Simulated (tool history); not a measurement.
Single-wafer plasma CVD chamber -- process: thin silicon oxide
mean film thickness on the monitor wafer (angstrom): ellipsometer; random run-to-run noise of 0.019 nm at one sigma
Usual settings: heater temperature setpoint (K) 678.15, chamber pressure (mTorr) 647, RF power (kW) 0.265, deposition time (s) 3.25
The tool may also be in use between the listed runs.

| run | hour | heater temperature setpoint (K) | chamber pressure (mTorr) | RF power (kW) | deposition time (s) | read-back reference wafer on the same gauge, thickness_nm | mean film thickness on the monitor wafer (angstrom) |
|---|---|---|---|---|---|---|---|
| 1 | 0 | 682.15 | 647 | 0.265 | 3.25 | 4.075 | 44.01 |
| 2 | 150.4 | 682.15 | 647 | 0.265 | 3.25 | 4.082 | 43.82 |
| 3 | 187.2 | 678.15 | 647 | 0.265 | 3.25 | 4.08 | 44.04 |
| 4 | 245.6 | 678.15 | 647 | 0.265 | 3.25 | 4.08 | 43.83 |
| 5 | 406 | 678.15 | 647 | 0.265 | 3.25 | 4.084 | 43.86 |
| 6 | 484.5 | 678.15 | 647 | 0.265 | 3.25 | 4.081 | 43.83 |
| 7 | 557.5 | 678.15 | 647 | 0.29 | 3.25 | 4.084 | 46.5 |
| 8 | 625.6 | 678.15 | 647 | 0.29 | 3.25 | 4.081 | 46.11 |
| 9 | 691.2 | 678.15 | 647 | 0.29 | 3.25 | 4.078 | 46.66 |
| 10 | 760.9 | 685.15 | 647 | 0.265 | 3.25 | 4.078 | 43.15 |
|  | 765.8 | gauge calibrated |
|  | 797.5 | capacitance manometer re-zeroed and calibrated |
| 11 | 798 | 689.15 | 647 | 0.265 | 3.25 | 4.081 | 43.09 |
| 12 | 854.5 | 668.15 | 647 | 0.215 | 3.52 | 4.081 | 39.15 |
| 13 | 911.8 | 669.15 | 553 | 0.265 | 3.48 | 4.081 | 42.68 |
| 14 | 971.3 | 686.15 | 647 | 0.265 | 3.25 | 4.08 | 43.07 |
|  | 1037.7 | RF generator calibrated |
| 15 | 1045 | 692.15 | 647 | 0.265 | 2.68 | 4.081 | 36.11 |
| 16 | 1138.3 | 686.15 | 735 | 0.3 | 3.25 | 4.08 | 51.1 |
| 17 | 1201.2 | 678.15 | 647 | 0.265 | 3.25 | 4.083 | 44.58 |
|  | 1270 | showerhead replaced |
| 18 | 1294.3 | 668.15 | 490 | 0.265 | 3.25 | 4.079 | 38.7 |
| 19 | 1397.4 | 678.15 | 647 | 0.295 | 3.76 | 4.077 | 55.31 |
|  | 1462.6 | thermocouple changed; heater temperature recalibrated |
| 20 | 1497.9 | 671.15 | 531 | 0.265 | 3.25 | 4.077 | 39.91 |
| 21 | 1565.3 | 678.15 | 731 | 0.305 | 3.25 | 4.082 | 52.3 |
| 22 | 1664.2 | 678.15 | 647 | 0.265 | 3.25 | 4.085 | 44.07 |
| 23 | 1708.7 | 678.15 | 647 | 0.265 | 2.67 | 4.078 | 36.1 |
| 24 | 1814.2 | 678.15 | 734 | 0.285 | 3.25 | 4.078 | 49.83 |
| 25 | 1883.3 | 678.15 | 647 | 0.265 | 3.25 | 4.077 | 43.27 |
| 26 | 1973.4 | 678.15 | 738 | 0.265 | 3.25 | 4.083 | 46.86 |
| 27 | 2052.2 | 665.15 | 574 | 0.265 | 3.75 | 4.08 | 47.3 |
| 28 | 2131.9 | 678.15 | 528 | 0.265 | 3.25 | 4.077 | 39.02 |
| 29 | 2197 | 678.15 | 647 | 0.265 | 3.62 | 4.077 | 48.36 |

Some steps in mean film thickness on the monitor wafer (angstrom), run to run, broken into two amounts with sign: the step expected even without the hidden condition (settings, incoming material, random variation), and the rest, left for the hidden condition together with whatever gauge scatter is not in both the measured and the hidden-condition-free result:
Hidden state present: wafer temperature above the value expected at the setpoint (K); delivered RF power above the setpoint (%); true pressure above the setpoint (%); gauge reads high (%).
Run 14 -> 15: heater temperature setpoint (K) 686.15 -> 692.15, deposition time (s) 3.25 -> 2.68, RF generator calibrated. mean film thickness on the monitor wafer (angstrom) -6.96: hidden state +1.03, all else -7.99.
Run 18 -> 19: heater temperature setpoint (K) 668.15 -> 678.15, chamber pressure (mTorr) 490 -> 647, RF power (kW) 0.265 -> 0.295, deposition time (s) 3.25 -> 3.76. mean film thickness on the monitor wafer (angstrom) +16.61: hidden state -0.08, all else +16.69.
Run 19 -> 20: heater temperature setpoint (K) 678.15 -> 671.15, chamber pressure (mTorr) 647 -> 531, RF power (kW) 0.295 -> 0.265, deposition time (s) 3.76 -> 3.25, thermocouple changed; heater temperature recalibrated. mean film thickness on the monitor wafer (angstrom) -15.4: hidden state -0.02, all else -15.38.
Run 28 -> 29: chamber pressure (mTorr) 528 -> 647, deposition time (s) 3.25 -> 3.62. mean film thickness on the monitor wafer (angstrom) +9.34: hidden state -0.34, all else +9.68.
